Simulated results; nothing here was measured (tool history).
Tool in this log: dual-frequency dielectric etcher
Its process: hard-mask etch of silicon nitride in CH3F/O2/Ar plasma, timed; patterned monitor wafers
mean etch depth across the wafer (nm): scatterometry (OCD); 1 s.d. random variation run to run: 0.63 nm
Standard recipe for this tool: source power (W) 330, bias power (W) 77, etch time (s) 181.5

run     day  source power (W)  bias power (W)  etch time (s)  wafers since the last listed run  hours since the last wet clean  hours since the last source power generator calibration  hours since the last bias power generator calibration  hours since the last upper electrode change  hours since the gauge calibration  read-back reference wafer on the same gauge, depth_nm  mean etch depth across the wafer (nm)
  1   0.000               330              77          181.5                                 0                           226.0                                                   4583.4                                                 4438.5                                       3923.6                               82.5                                                  132.0                                  115.8
  2   0.867               330              77          181.5                               199                           246.8                                                   4604.2                                                 4459.3                                       3944.4                              103.3                                                  132.0                                  115.2
  3   1.788               380              77          181.5                               212                           268.9                                                   4626.3                                                 4481.4                                       3966.5                              125.4                                                  132.2                                  120.1
  4   2.212               380              77          181.5                                97                           279.1                                                   4636.5                                                 4491.6                                       3976.7                              135.6                                                  132.0                                  119.5
  5   2.725               330              77          181.5                               118                           291.4                                                   4648.8                                                 4503.9                                       3989.0                              147.9                                                  132.1                                  116.4
  6   3.279               330              77          181.5                               127                           304.7                                                   4662.1                                                 4517.2                                       4002.3                              161.2                                                  132.1                                  115.6
  7   3.842               330              77          181.5                               129                           318.2                                                   4675.6                                                 4530.7                                       4015.8                              174.7                                                  131.9                                  115.1
  8   4.192               330              77          181.5                                80                           326.6                                                   4684.0                                                 4539.1                                       4024.2                              183.1                                                  131.8                                  115.8
  9   4.475               330              77          181.5                                65                           333.4                                                   4690.8                                                 4545.9                                       4031.0                              189.9                                                  131.9                                  115.4
      5.246  -- source power generator calibrated
      5.529  -- upper electrode replaced, of another model than before
 10   5.550               330              77          181.5                               144                           359.2                                                      7.3                                                 4571.7                                          0.5                              215.7                                                  132.2                                  117.4
 11   5.562               330              77          181.5                                 2                           359.5                                                      7.6                                                 4572.0                                          0.8                              216.0                                                  131.9                                  116.3
 12   5.996               330              77          181.5                                99                           369.9                                                     18.0                                                 4582.4                                         11.2                              226.4                                                  131.8                                  116.9
      6.783  -- gauge calibrated
      7.300  -- wet clean of the chamber
 13   7.321               330              77          181.5                                74                             0.5                                                     49.8                                                 4614.2                                         43.0                               12.9                                                  132.1                                  111.6
 14   7.338               330              77          181.5                                 3                             0.9                                                     50.2                                                 4614.6                                         43.4                               13.3                                                  132.0                                  111.3
 15   7.858               390              60          181.5                               119                            13.4                                                     62.7                                                 4627.1                                         55.9                               25.8                                                  132.0                                  100.6
 16   8.442               330              66          141.0                               134                            27.4                                                     76.7                                                 4641.1                                         69.9                               39.8                                                  132.0                                   80.0
 17   9.079               400              77          139.5                               146                            42.7                                                     92.0                                                 4656.4                                         85.2                               55.1                                                  132.2                                   89.5
 18   9.629               280              70          181.5                               126                            55.9                                                    105.2                                                 4669.6                                         98.4                               68.3                                                  132.2                                  104.2
 19   9.917               330              65          141.5                                66                            62.8                                                    112.1                                                 4676.5                                        105.3                               75.2                                                  132.0                                   80.4
     10.388  -- bias power generator calibrated
 20  10.458               330              77          181.5                                86                            75.8                                                    125.1                                                    1.7                                        118.3                               88.2                                                  132.0                                  113.4
 21  10.921               350              65          160.0                               106                            86.9                                                    136.2                                                   12.8                                        129.4                               99.3                                                  132.1                                   91.9
 22  11.458               270              77          181.5                               123                            99.8                                                    149.1                                                   25.7                                        142.3                              112.2                                                  131.8                                  110.4
 23  11.833               330              77          217.0                                86                           108.8                                                    158.1                                                   34.7                                        151.3                              121.2                                                  131.9                                  135.4
 24  12.229               260              77          181.5                                91                           118.3                                                    167.6                                                   44.2                                        160.8                              130.7                                                  132.1                                  109.9
 25  12.942               330              77          181.5                               164                           135.4                                                    184.7                                                   61.3                                        177.9                              147.8                                                  132.1                                  113.4
 26  13.300               370              89          138.0                                82                           144.0                                                    193.3                                                   69.9                                        186.5                              156.4                                                  131.8                                   95.5
 27  13.608               380              65          181.5                                71                           151.4                                                    200.7                                                   77.3                                        193.9                              163.8                                                  131.9                                  107.3

Branching from run 27: 5 alternative next runs. What would each branch give?
  A  13.629               400              77          181.5                                 4                           151.9                                                    201.2                                                   77.8                                        194.4                              164.3                                                      ?                                      ?
  B  13.629               330              92          135.0                                 4                           151.9                                                    201.2                                                   77.8                                        194.4                              164.3                                                      ?                                      ?
  C  13.629               370              77          181.5                                 4                           151.9                                                    201.2                                                   77.8                                        194.4                              164.3                                                      ?                                      ?
  D  13.629               370              77          147.5                                 4                           151.9                                                    201.2                                                   77.8                                        194.4                              164.3                                                      ?                                      ?
  E  13.629               400              62          215.5                                 4                           151.9                                                    201.2                                                   77.8                                        194.4                              164.3                                                      ?                                      ?

run  read-back reference wafer on the same gauge, depth_nm  mean etch depth across the wafer (nm)
  A                                                  131.9                                  117.4
  B                                                  131.9                                   92.6
  C                                                  131.9                                  115.7
  D                                                  131.9                                   94.0
  E                                                  131.9                                  123.8
What these runs would have given with no unlogged condition in the tool:
run  mean etch depth across the wafer (nm)
  A                                  115.0
  B                                   90.6
  C                                  113.3
  D                                   92.1
  E                                  121.2

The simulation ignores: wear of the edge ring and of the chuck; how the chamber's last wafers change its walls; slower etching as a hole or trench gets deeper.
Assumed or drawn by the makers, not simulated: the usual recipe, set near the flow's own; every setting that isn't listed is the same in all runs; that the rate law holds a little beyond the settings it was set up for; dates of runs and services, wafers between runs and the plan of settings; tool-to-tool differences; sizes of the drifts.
